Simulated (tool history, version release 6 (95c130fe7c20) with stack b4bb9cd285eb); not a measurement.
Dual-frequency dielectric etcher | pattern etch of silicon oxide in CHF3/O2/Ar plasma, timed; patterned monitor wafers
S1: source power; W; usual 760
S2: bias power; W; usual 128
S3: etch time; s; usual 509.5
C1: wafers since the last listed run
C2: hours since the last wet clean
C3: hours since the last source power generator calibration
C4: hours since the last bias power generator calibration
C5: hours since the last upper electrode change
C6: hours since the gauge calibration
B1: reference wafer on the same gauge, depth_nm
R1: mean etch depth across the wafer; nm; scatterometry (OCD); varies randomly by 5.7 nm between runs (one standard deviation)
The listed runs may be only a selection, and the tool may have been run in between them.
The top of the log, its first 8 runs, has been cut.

| run | hour | S1 | S2 | S3 | C1 | C2 | C3 | C4 | C5 | C6 | B1 | R1 |
|---|---|---|---|---|---|---|---|---|---|---|---|---|
| 9 | 212.4 | 760 | 128 | 509.5 | 105 | 104.9 | 1261.1 | 4448.1 | 2918.1 | 756.9 | 978 | 949 |
|  | 224.1 | gauge calibrated |
| 10 | 237.1 | 760 | 142 | 509.5 | 73 | 129.6 | 1285.8 | 4472.8 | 2942.8 | 13 | 976.7 | 998.1 |
| 11 | 268.2 | 690 | 128 | 509.5 | 92 | 160.7 | 1316.9 | 4503.9 | 2973.9 | 44.1 | 975.6 | 908.5 |
| 12 | 299.7 | 760 | 128 | 509.5 | 94 | 192.2 | 1348.4 | 4535.4 | 3005.4 | 75.6 | 978.1 | 930.5 |
|  | 359.2 | upper electrode replaced |
| 13 | 359.7 | 760 | 104 | 509.5 | 107 | 252.2 | 1408.4 | 4595.4 | 0.5 | 135.6 | 977.4 | 838.4 |
| 14 | 373.1 | 910 | 113 | 509.5 | 40 | 265.6 | 1421.8 | 4608.8 | 13.9 | 149 | 977.7 | 961.2 |
| 15 | 391.6 | 760 | 112 | 509.5 | 55 | 284.1 | 1440.3 | 4627.3 | 32.4 | 167.5 | 977 | 871.4 |
| 16 | 427.3 | 760 | 128 | 509.5 | 106 | 319.8 | 1476 | 4663 | 68.1 | 203.2 | 975.5 | 927.1 |
| 17 | 456 | 610 | 128 | 509.5 | 85 | 348.5 | 1504.7 | 4691.7 | 96.8 | 231.9 | 977.5 | 845.7 |
|  | 483.3 | bias power generator calibrated |
| 18 | 490 | 760 | 128 | 509.5 | 89 | 382.5 | 1538.7 | 6.7 | 130.8 | 265.9 | 977.6 | 925.4 |
|  | 526.5 | source power generator calibrated |
|  | 575.2 | wet clean of the chamber |
| 19 | 575.7 | 620 | 158 | 589.5 | 172 | 0.5 | 49.2 | 92.4 | 216.5 | 351.6 | 977.1 | 1130.8 |
| 20 | 592.3 | 760 | 101 | 509.5 | 49 | 17.1 | 65.8 | 109 | 233.1 | 368.2 | 976.5 | 854.9 |
| 21 | 621.4 | 760 | 99 | 509.5 | 87 | 46.2 | 94.9 | 138.1 | 262.2 | 397.3 | 978.9 | 844.8 |
| 22 | 635.1 | 760 | 128 | 569.5 | 40 | 59.9 | 108.6 | 151.8 | 275.9 | 411 | 976.8 | 1066.3 |
| 23 | 648.8 | 650 | 128 | 509.5 | 40 | 73.6 | 122.3 | 165.5 | 289.6 | 424.7 | 975.6 | 885 |
| 24 | 665.9 | 600 | 118 | 427.5 | 51 | 90.7 | 139.4 | 182.6 | 306.7 | 441.8 | 976.5 | 692.2 |
| 25 | 678.2 | 630 | 98 | 509.5 | 36 | 103 | 151.7 | 194.9 | 319 | 454.1 | 976 | 764.5 |
| 26 | 713.5 | 690 | 128 | 509.5 | 105 | 138.3 | 187 | 230.2 | 354.3 | 489.4 | 975.3 | 909.6 |
| 27 | 735.4 | 700 | 128 | 509.5 | 65 | 160.2 | 208.9 | 252.1 | 376.2 | 511.3 | 975.8 | 915.1 |
| 28 | 771.1 | 910 | 97 | 640.5 | 106 | 195.9 | 244.6 | 287.8 | 411.9 | 547 | 977.1 | 1106.9 |
| 29 | 796.7 | 840 | 128 | 397.5 | 76 | 221.5 | 270.2 | 313.4 | 437.5 | 572.6 | 976.3 | 765.8 |
| 30 | 829.3 | 760 | 128 | 582 | 97 | 254.1 | 302.8 | 346 | 470.1 | 605.2 | 979 | 1061.4 |
| 31 | 863.9 | 760 | 139 | 394 | 103 | 288.7 | 337.4 | 380.6 | 504.7 | 639.8 | 975.8 | 753.2 |

Here are 3 independent what-if runs from the current tool condition. What would each one return?
| A | 864.5 | 760 | 128 | 655 | 1 | 289.3 | 338 | 381.2 | 505.3 | 640.4 | ? | ? |
| B | 864.5 | 760 | 119 | 509.5 | 1 | 289.3 | 338 | 381.2 | 505.3 | 640.4 | ? | ? |
| C | 864.5 | 670 | 128 | 509.5 | 1 | 289.3 | 338 | 381.2 | 505.3 | 640.4 | ? | ? |

| run | B1 | R1 |
|---|---|---|
| A | 977 | 1203.8 |
| B | 977 | 903.5 |
| C | 977 | 888.3 |
Without the tool's hidden state the same runs would have given:
| run | R1 |
|---|---|
| A | 1229.3 |
| B | 922.7 |
| C | 907.2 |

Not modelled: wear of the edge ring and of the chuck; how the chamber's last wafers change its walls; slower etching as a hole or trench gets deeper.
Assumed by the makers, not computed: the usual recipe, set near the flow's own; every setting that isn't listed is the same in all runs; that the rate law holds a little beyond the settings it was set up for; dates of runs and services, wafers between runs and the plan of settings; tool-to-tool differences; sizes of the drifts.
